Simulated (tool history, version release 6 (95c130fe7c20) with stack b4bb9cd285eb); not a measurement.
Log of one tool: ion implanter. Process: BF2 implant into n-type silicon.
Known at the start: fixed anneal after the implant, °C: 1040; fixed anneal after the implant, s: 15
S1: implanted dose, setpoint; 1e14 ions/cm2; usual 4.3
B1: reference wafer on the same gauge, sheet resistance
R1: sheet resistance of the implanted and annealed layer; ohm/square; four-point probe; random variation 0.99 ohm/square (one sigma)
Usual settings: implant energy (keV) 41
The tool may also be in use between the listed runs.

{"run": 1, "hour": 0.0, "S1": 4.3, "implant energy (keV)": 30, "B1": 270.33, "R1": 249.72}
{"run": 2, "hour": 58.4, "S1": 4.3, "implant energy (keV)": 30, "B1": 270.15, "R1": 250.92}
{"run": 3, "hour": 108.4, "S1": 4.3, "implant energy (keV)": 41, "B1": 269.85, "R1": 241.91}
{"run": 4, "hour": 157.2, "S1": 4.3, "implant energy (keV)": 41, "B1": 270.32, "R1": 244.56}
{"run": 5, "hour": 233.8, "S1": 4.3, "implant energy (keV)": 41, "B1": 269.88, "R1": 245.1}
{"run": 6, "hour": 287.9, "S1": 4.3, "implant energy (keV)": 41, "B1": 269.92, "R1": 242.98}
{"run": 7, "hour": 384.2, "S1": 4.3, "implant energy (keV)": 41, "B1": 270.28, "R1": 244.74}
{"run": 8, "hour": 463.3, "S1": 4.3, "implant energy (keV)": 41, "B1": 270, "R1": 243.17}
{"run": 9, "hour": 508.5, "S1": 4.3, "implant energy (keV)": 41, "B1": 269.97, "R1": 244.22}
{"run": 10, "hour": 574.3, "S1": 4.3, "implant energy (keV)": 41, "B1": 270.02, "R1": 241.96}
{"run": 11, "hour": 610.6, "S1": 4.3, "implant energy (keV)": 41, "B1": 270.02, "R1": 243.39}
{"run": 12, "hour": 685.7, "S1": 4.3, "implant energy (keV)": 41, "B1": 270.06, "R1": 243.91}
{"run": 13, "hour": 781.2, "S1": 5.32, "implant energy (keV)": 51, "B1": 270.07, "R1": 199.46}
{"run": 14, "hour": 854.3, "S1": 5.32, "implant energy (keV)": 51, "B1": 269.68, "R1": 199.48}
{"hour": 857.4, "done": "gauge calibrated"}
{"run": 15, "hour": 918.0, "S1": 5.32, "implant energy (keV)": 51, "B1": 269.83, "R1": 201.38}
{"run": 16, "hour": 1026.0, "S1": 4.3, "implant energy (keV)": 41, "B1": 269.92, "R1": 241.31}
{"run": 17, "hour": 1114.6, "S1": 4.3, "implant energy (keV)": 41, "B1": 270, "R1": 245.01}
{"hour": 1126.3, "done": "extraction supply calibrated"}
{"hour": 1175.3, "done": "Faraday cup replaced and dose calibrated"}
{"run": 18, "hour": 1184.6, "S1": 4.63, "implant energy (keV)": 35.5, "B1": 270.1, "R1": 231.45}
{"run": 19, "hour": 1277.2, "S1": 5.08, "implant energy (keV)": 35.5, "B1": 270, "R1": 213.68}
{"run": 20, "hour": 1377.6, "S1": 5.04, "implant energy (keV)": 29.5, "B1": 270.06, "R1": 219.1}
{"run": 21, "hour": 1419.1, "S1": 4.3, "implant energy (keV)": 41, "B1": 269.87, "R1": 244.72}
{"run": 22, "hour": 1460.1, "S1": 4.3, "implant energy (keV)": 41, "B1": 269.86, "R1": 242.46}
{"run": 23, "hour": 1543.0, "S1": 4.3, "implant energy (keV)": 41, "B1": 269.99, "R1": 244.85}
{"run": 24, "hour": 1587.1, "S1": 5.3, "implant energy (keV)": 46, "B1": 270.02, "R1": 201.93}
{"run": 25, "hour": 1634.8, "S1": 4.3, "implant energy (keV)": 41, "B1": 269.97, "R1": 244.34}
{"run": 26, "hour": 1703.9, "S1": 5.08, "implant energy (keV)": 35.5, "B1": 269.69, "R1": 214.84}
{"run": 27, "hour": 1775.1, "S1": 4.3, "implant energy (keV)": 41, "B1": 269.89, "R1": 243.46}
{"run": 28, "hour": 1846.8, "S1": 3.77, "implant energy (keV)": 33.5, "B1": 270.19, "R1": 278.51}
{"run": 29, "hour": 1922.3, "S1": 3.23, "implant energy (keV)": 55, "B1": 270, "R1": 300.69}
{"run": 30, "hour": 2002.6, "S1": 4.3, "implant energy (keV)": 41, "B1": 270.18, "R1": 244.62}
{"run": 31, "hour": 2053.1, "S1": 3.79, "implant energy (keV)": 33, "B1": 270.07, "R1": 274.92}
{"run": 32, "hour": 2097.7, "S1": 5.33, "implant energy (keV)": 33.5, "B1": 269.67, "R1": 207.42}
{"hour": 2285.8, "done": "Faraday cup replaced and dose calibrated"}
{"run": 33, "hour": 2409.9, "S1": 3.33, "implant energy (keV)": 32, "B1": 270.02, "R1": 309.38}
{"run": 34, "hour": 2464.3, "S1": 3.05, "implant energy (keV)": 41, "B1": 270.21, "R1": 326.93}
{"run": 35, "hour": 2507.3, "S1": 5.08, "implant energy (keV)": 54, "B1": 269.94, "R1": 208}
{"run": 36, "hour": 2601.1, "S1": 4.3, "implant energy (keV)": 41, "B1": 270.01, "R1": 244.5}

Forecast each of these 5 alternatives for the next run:
{"run": "A", "hour": 2601.5, "S1": 4.3, "implant energy (keV)": 41, "B1": "?", "R1": "?"}
{"run": "B", "hour": 2601.5, "S1": 4.89, "implant energy (keV)": 48, "B1": "?", "R1": "?"}
{"run": "C", "hour": 2601.5, "S1": 4.75, "implant energy (keV)": 41, "B1": "?", "R1": "?"}
{"run": "D", "hour": 2601.5, "S1": 5.41, "implant energy (keV)": 51.5, "B1": "?", "R1": "?"}
{"run": "E", "hour": 2601.5, "S1": 5.55, "implant energy (keV)": 41, "B1": "?", "R1": "?"}

run=A B1=269.93 R1=244.69
run=B B1=269.93 R1=216.49
run=C B1=269.93 R1=224.87
run=D B1=269.93 R1=197.47
run=E B1=269.93 R1=196.87
Without the tool's hidden state the same runs would have given:
run=A R1=244.69
run=B R1=216.49
run=C R1=224.87
run=D R1=197.47
run=E R1=196.87

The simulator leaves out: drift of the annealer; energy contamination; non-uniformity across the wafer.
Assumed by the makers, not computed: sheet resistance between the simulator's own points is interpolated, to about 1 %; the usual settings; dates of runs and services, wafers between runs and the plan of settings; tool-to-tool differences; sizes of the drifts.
